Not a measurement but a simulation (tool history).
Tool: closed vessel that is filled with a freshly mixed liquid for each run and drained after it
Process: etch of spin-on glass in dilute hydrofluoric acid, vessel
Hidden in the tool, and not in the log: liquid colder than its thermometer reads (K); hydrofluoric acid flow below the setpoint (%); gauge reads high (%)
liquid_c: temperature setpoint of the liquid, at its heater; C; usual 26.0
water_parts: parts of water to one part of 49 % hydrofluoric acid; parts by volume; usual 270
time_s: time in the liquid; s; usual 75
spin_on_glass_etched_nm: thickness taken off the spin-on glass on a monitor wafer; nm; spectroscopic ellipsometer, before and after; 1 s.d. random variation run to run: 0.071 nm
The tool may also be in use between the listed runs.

| run | hour | liquid_c | water_parts | time_s | wafers since the last listed run | hours since the thermometer was replaced | hours since the hydrofluoric acid flow meter was replaced | hours since the gauge calibration | read-back film thickness of the spin-on glass reference wafer, read on the same gauge (nm) | spin_on_glass_etched_nm |
|---|---|---|---|---|---|---|---|---|---|---|
| 1 | 0.0 | 26.0 | 270 | 75 | 0 | 103.2 | 112.5 | 602.9 | 100.01 | 15.43 |
| 2 | 69.8 | 26.0 | 210 | 75 | 7990 | 173.0 | 182.3 | 672.7 | 99.99 | 20.82 |
| 3 | 140.3 | 26.0 | 210 | 75 | 8071 | 243.5 | 252.8 | 743.2 | 99.97 | 20.94 |
| 4 | 169.3 | 29.5 | 305 | 75 | 3319 | 272.5 | 281.8 | 772.2 | 100.01 | 14.41 |
| 5 | 215.1 | 29.5 | 305 | 75 | 5243 | 318.3 | 327.6 | 818.0 | 99.99 | 14.39 |
| 6 | 251.5 | 29.5 | 305 | 75 | 4167 | 354.7 | 364.0 | 854.4 | 99.99 | 14.45 |
| 7 | 314.9 | 26.0 | 270 | 75 | 7258 | 418.1 | 427.4 | 917.8 | 99.99 | 14.74 |
| 8 | 375.1 | 24.5 | 270 | 90 | 6891 | 478.3 | 487.6 | 978.0 | 100.01 | 16.77 |
| 9 | 415.8 | 24.5 | 270 | 90 | 4659 | 519.0 | 528.3 | 1018.7 | 100.00 | 16.57 |
| 10 | 471.0 | 24.5 | 270 | 90 | 6319 | 574.2 | 583.5 | 1073.9 | 100.01 | 16.62 |
|  | 490.9 | hydrofluoric acid flow meter replaced |
| 11 | 522.5 | 24.0 | 270 | 85 | 5781 | 625.7 | 31.6 | 1125.4 | 99.98 | 15.98 |
| 12 | 549.0 | 24.0 | 270 | 85 | 3033 | 652.2 | 58.1 | 1151.9 | 99.99 | 16.00 |
| 13 | 596.1 | 23.5 | 270 | 75 | 5392 | 699.3 | 105.2 | 1199.0 | 100.02 | 13.78 |
| 14 | 635.6 | 23.5 | 270 | 75 | 4522 | 738.8 | 144.7 | 1238.5 | 100.03 | 13.72 |
| 15 | 675.7 | 28.5 | 380 | 105 | 4590 | 778.9 | 184.8 | 1278.6 | 99.99 | 14.56 |
| 16 | 731.0 | 30.0 | 345 | 110 | 6330 | 834.2 | 240.1 | 1333.9 | 100.00 | 17.96 |
| 17 | 769.8 | 24.5 | 175 | 100 | 4441 | 873.0 | 278.9 | 1372.7 | 99.97 | 31.55 |
|  | 826.3 | gauge calibrated |
| 18 | 835.0 | 26.0 | 270 | 75 | 7464 | 938.2 | 344.1 | 8.7 | 100.02 | 14.61 |
| 19 | 889.4 | 30.5 | 385 | 110 | 6227 | 992.6 | 398.5 | 63.1 | 99.99 | 15.38 |
| 20 | 936.4 | 26.0 | 325 | 100 | 5380 | 1039.6 | 445.5 | 110.1 | 100.00 | 15.12 |
| 21 | 996.5 | 21.0 | 340 | 55 | 6880 | 1099.7 | 505.6 | 170.2 | 100.00 | 6.54 |
|  | 1000.7 | thermometer replaced |
| 22 | 1057.6 | 30.0 | 270 | 90 | 6880 | 56.9 | 566.7 | 231.3 | 99.99 | 20.68 |
|  | 1070.1 | hydrofluoric acid flow meter replaced |
| 23 | 1099.0 | 21.5 | 270 | 105 | 4625 | 98.3 | 28.9 | 272.7 | 99.97 | 18.65 |
| 24 | 1142.4 | 26.0 | 270 | 75 | 4968 | 141.7 | 72.3 | 316.1 | 100.02 | 15.54 |
| 25 | 1273.9 | 30.5 | 385 | 110 | 15054 | 273.2 | 203.8 | 447.6 | 100.02 | 16.18 |
| 26 | 1341.4 | 26.0 | 355 | 75 | 7727 | 340.7 | 271.3 | 515.1 | 99.99 | 10.58 |
| 27 | 1379.1 | 26.0 | 355 | 100 | 4315 | 378.4 | 309.0 | 552.8 | 99.98 | 14.07 |
| 28 | 1404.4 | 21.0 | 370 | 75 | 2896 | 403.7 | 334.3 | 578.1 | 100.00 | 8.35 |

What if the next run were any one of these 4? Each begins from the tool's condition after run 28:
| A | 1405.1 | 28.5 | 270 | 75 | 80 | 404.4 | 335.0 | 578.8 | ? | ? |
| B | 1405.1 | 21.0 | 330 | 75 | 80 | 404.4 | 335.0 | 578.8 | ? | ? |
| C | 1405.1 | 23.5 | 390 | 40 | 80 | 404.4 | 335.0 | 578.8 | ? | ? |
| D | 1405.1 | 29.0 | 230 | 30 | 80 | 404.4 | 335.0 | 578.8 | ? | ? |

| run | read-back film thickness of the spin-on glass reference wafer, read on the same gauge (nm) | spin_on_glass_etched_nm |
|---|---|---|
| A | 99.97 | 16.48 |
| B | 99.97 | 9.80 |
| C | 99.97 | 4.57 |
| D | 99.97 | 8.23 |
With no hidden state in the tool, these same runs would have given:
| run | spin_on_glass_etched_nm |
|---|---|
| A | 17.28 |
| B | 10.29 |
| C | 4.80 |
| D | 8.63 |
